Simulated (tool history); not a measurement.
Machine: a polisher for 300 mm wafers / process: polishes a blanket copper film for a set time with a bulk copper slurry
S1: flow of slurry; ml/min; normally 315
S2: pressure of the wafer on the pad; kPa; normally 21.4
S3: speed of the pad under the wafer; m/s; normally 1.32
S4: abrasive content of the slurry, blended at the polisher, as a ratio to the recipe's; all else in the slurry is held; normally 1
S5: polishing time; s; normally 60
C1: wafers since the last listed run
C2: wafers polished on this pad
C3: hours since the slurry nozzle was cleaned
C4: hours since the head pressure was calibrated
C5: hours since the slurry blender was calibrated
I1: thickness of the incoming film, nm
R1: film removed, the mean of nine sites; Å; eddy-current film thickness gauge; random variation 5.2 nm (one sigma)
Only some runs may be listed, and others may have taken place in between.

run,hour,S1,S2,S3,S4,S5,C1,C2,C3,C4,C5,I1,R1
1,0,315,21.4,1.56,1,60,0,386,253.5,354.7,75.7,2239.2,8398
# hour 41.8: head pressure recalibrated
2,42.3,315,21.4,1.56,1,60,388,774,295.8,0.5,118,2243.2,8246
# hour 107.2: worn pad replaced by a new one
3,107.7,315,17.9,1.2,1,60,591,4,361.2,65.9,183.4,2251.4,5889
# hour 115.5: slurry blender recalibrated
4,166.7,315,17.9,1.2,1,60,549,554,420.2,124.9,51.2,2230.8,6172
5,193.5,315,17.9,1.2,1,60,258,812,447,151.7,78,2247,6108
6,227.6,315,21.4,1.32,1,60,328,1140,481.1,185.8,112.1,2263.5,7327
# hour 259.9: worn pad replaced by a new one
# hour 282.6: slurry blender recalibrated
# hour 314.3: slurry nozzle cleaned
7,314.9,315,21.4,1.32,1,60,773,501,0.6,273.1,32.3,2224.1,7597
8,369.7,205,21.4,1.32,1,60,527,1029,55.4,327.9,87.1,2272.4,7136
# hour 417.4: worn pad replaced by a new one
# hour 433.6: head pressure recalibrated
9,434.1,315,13.8,1.32,1,60,562,141,119.8,0.5,151.5,2227.9,5278
# hour 455.6: slurry blender recalibrated
10,497.4,365,21.4,1.32,0.7,53,590,732,183.1,63.8,41.8,2263.1,6335
11,554.2,315,21.4,1.32,1,60,547,1279,239.9,120.6,98.6,2245.9,7425
# hour 560.3: worn pad replaced by a new one
12,606.2,315,21.4,1.32,1.15,60,462,442,291.9,172.6,150.6,2266.6,7404
# hour 619.4: slurry blender recalibrated
13,670.6,315,21.4,1.32,1,60,601,1043,356.3,237,51.2,2222.6,7454
# hour 721.8: worn pad replaced by a new one
14,722.3,255,26.9,1.18,1,60,459,4,408,288.7,102.9,2265.4,8022

What if the next run were any one of these 5? Each begins from the tool's condition after run 14:
A,722.7,315,21.4,1.32,1,60,3,8,408.4,289.1,103.3,2263.5,?
B,722.7,285,21.4,1.32,1,60,3,8,408.4,289.1,103.3,2263.5,?
C,722.7,315,26.9,1.32,0.85,46,3,8,408.4,289.1,103.3,2263.5,?
D,722.7,365,21.4,1.32,1,60,3,8,408.4,289.1,103.3,2263.5,?
E,722.7,315,17.2,1.32,1.1,47,3,8,408.4,289.1,103.3,2263.5,?

run,R1
A,7320
B,7274
C,6556
D,7384
E,4949
Take away the tool's hidden state, keep each run's random variation, and the runs would have read:
run,R1
A,7968
B,7918
C,7126
D,8038
E,5392
